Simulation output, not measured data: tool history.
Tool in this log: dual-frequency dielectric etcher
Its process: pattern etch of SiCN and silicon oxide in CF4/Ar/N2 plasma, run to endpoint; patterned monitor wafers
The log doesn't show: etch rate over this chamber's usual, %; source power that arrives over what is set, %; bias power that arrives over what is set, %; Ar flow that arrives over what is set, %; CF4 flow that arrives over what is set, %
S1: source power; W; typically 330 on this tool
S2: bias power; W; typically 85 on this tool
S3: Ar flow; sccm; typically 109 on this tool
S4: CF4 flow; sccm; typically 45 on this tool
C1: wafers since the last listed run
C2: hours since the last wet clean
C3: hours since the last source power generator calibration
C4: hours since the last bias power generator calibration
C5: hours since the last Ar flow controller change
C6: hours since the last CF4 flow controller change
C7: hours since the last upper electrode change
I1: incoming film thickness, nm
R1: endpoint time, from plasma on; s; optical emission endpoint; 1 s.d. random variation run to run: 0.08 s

Run 1, hour 0: usual settings but S1 360 W, S4 50 sccm; C1 0; C2 108.4; C3 4413.8; C4 3699.8; C5 3550.6; C6 3868.8; C7 2770.4; I1 15.67. Result: R1 21.5 s.
Run 2, hour 64.2: usual settings; C1 668; C2 172.6; C3 4478; C4 3764; C5 3614.8; C6 3933; C7 2834.6; I1 15.9. Result: R1 24.4 s.
Run 3, hour 114.2: usual settings; C1 520; C2 222.6; C3 4528; C4 3814; C5 3664.8; C6 3983; C7 2884.6; I1 15.69. Result: R1 24 s.
Run 4, hour 181.4: usual settings; C1 699; C2 289.8; C3 4595.2; C4 3881.2; C5 3732; C6 4050.2; C7 2951.8; I1 15.93. Result: R1 24.5 s.
Run 5, hour 220.4: usual settings; C1 405; C2 328.8; C3 4634.2; C4 3920.2; C5 3771; C6 4089.2; C7 2990.8; I1 15.85. Result: R1 24.4 s.
Run 6, hour 277.3: usual settings; C1 592; C2 385.7; C3 4691.1; C4 3977.1; C5 3827.9; C6 4146.1; C7 3047.7; I1 15.57. Result: R1 23.9 s.
At hour 364.4: wet clean of the chamber.
Run 7, hour 364.9: usual settings; C1 662; C2 0.5; C3 4778.7; C4 4064.7; C5 3915.5; C6 4233.7; C7 3135.3; I1 15.74. Result: R1 24.2 s.
Run 8, hour 372.5: usual settings; C1 79; C2 8.1; C3 4786.3; C4 4072.3; C5 3923.1; C6 4241.3; C7 3142.9; I1 15.87. Result: R1 24.3 s.
At hour 498.3: CF4 flow controller replaced.
Run 9, hour 575.7: usual settings; C1 2052; C2 211.3; C3 4989.5; C4 4275.5; C5 4126.3; C6 77.4; C7 3346.1; I1 16.03. Result: R1 24.7 s.
Run 10, hour 615.2: usual settings; C1 411; C2 250.8; C3 5029; C4 4315; C5 4165.8; C6 116.9; C7 3385.6; I1 15.8. Result: R1 24.4 s.
Run 11, hour 652.7: usual settings but S2 106 W, S4 56 sccm; C1 390; C2 288.3; C3 5066.5; C4 4352.5; C5 4203.3; C6 154.4; C7 3423.1; I1 15.83. Result: R1 21.4 s.
Run 12, hour 699.6: usual settings but S1 360 W, S2 94 W, S3 96 sccm, S4 54 sccm; C1 488; C2 335.2; C3 5113.4; C4 4399.4; C5 4250.2; C6 201.3; C7 3470; I1 15.99. Result: R1 20.4 s.
At hour 768.4: source power generator calibrated.
At hour 781.4: bias power generator calibrated.
Run 13, hour 854.7: usual settings but S1 370 W, S4 36 sccm; C1 1531; C2 490.3; C3 86.3; C4 73.3; C5 4405.3; C6 356.4; C7 3625.1; I1 15.71. Result: R1 22 s.
Run 14, hour 887.3: usual settings but S1 360 W, S3 118 sccm; C1 339; C2 522.9; C3 118.9; C4 105.9; C5 4437.9; C6 389; C7 3657.7; I1 15.96. Result: R1 22.1 s.
At hour 926.9: Ar flow controller replaced.
At hour 945.1: upper electrode replaced.
At hour 954.6: wet clean of the chamber.
Run 15, hour 955.1: usual settings; C1 355; C2 0.5; C3 186.7; C4 173.7; C5 28.2; C6 456.8; C7 10; I1 15.8. Result: R1 23.6 s.
Run 16, hour 968.9: usual settings but S1 250 W, S3 135 sccm, S4 37 sccm; C1 143; C2 14.3; C3 200.5; C4 187.5; C5 42; C6 470.6; C7 23.8; I1 15.87. Result: R1 34.3 s.
Run 17, hour 1007.5: usual settings; C1 401; C2 52.9; C3 239.1; C4 226.1; C5 80.6; C6 509.2; C7 62.4; I1 15.94. Result: R1 23.5 s.
Run 18, hour 1069: usual settings but S1 290 W, S2 78 W, S3 126 sccm, S4 35 sccm; C1 640; C2 114.4; C3 300.6; C4 287.6; C5 142.1; C6 570.7; C7 123.9; I1 15.86. Result: R1 30.5 s.
Run 19, hour 1096.3: usual settings but S1 310 W, S2 65 W, S3 85 sccm, S4 55 sccm; C1 284; C2 141.7; C3 327.9; C4 314.9; C5 169.4; C6 598; C7 151.2; I1 15.85. Result: R1 24.8 s.
Run 20, hour 1132.5: usual settings; C1 376; C2 177.9; C3 364.1; C4 351.1; C5 205.6; C6 634.2; C7 187.4; I1 15.65. Result: R1 23.2 s.
Run 21, hour 1197.2: usual settings; C1 673; C2 242.6; C3 428.8; C4 415.8; C5 270.3; C6 698.9; C7 252.1; I1 15.8. Result: R1 23.5 s.

Selected run-to-run steps in R1, each split into two signed amounts: the part the tool would show with no hidden state at all (from settings, incoming material and random variation), and the remainder, which goes to the hidden state together with any gauge scatter not common to the measured and the hidden-state-free results:
Run 1 -> 2: S1 360 -> 330, S4 50 -> 45. R1 +2.9 s: hidden state +0.2, all else +2.7.
Run 12 -> 13: S1 360 -> 370, S2 94 -> 85, S3 96 -> 109, S4 54 -> 36, source power generator calibrated, bias power generator calibrated. R1 +1.6 s: hidden state -0.9, all else +2.5.
Run 15 -> 16: S1 330 -> 250, S3 109 -> 135, S4 45 -> 37. R1 +10.7 s: hidden state +0, all else +10.7.
Run 16 -> 17: S1 250 -> 330, S3 135 -> 109, S4 37 -> 45. R1 -10.8 s: hidden state +0, all else -10.8.
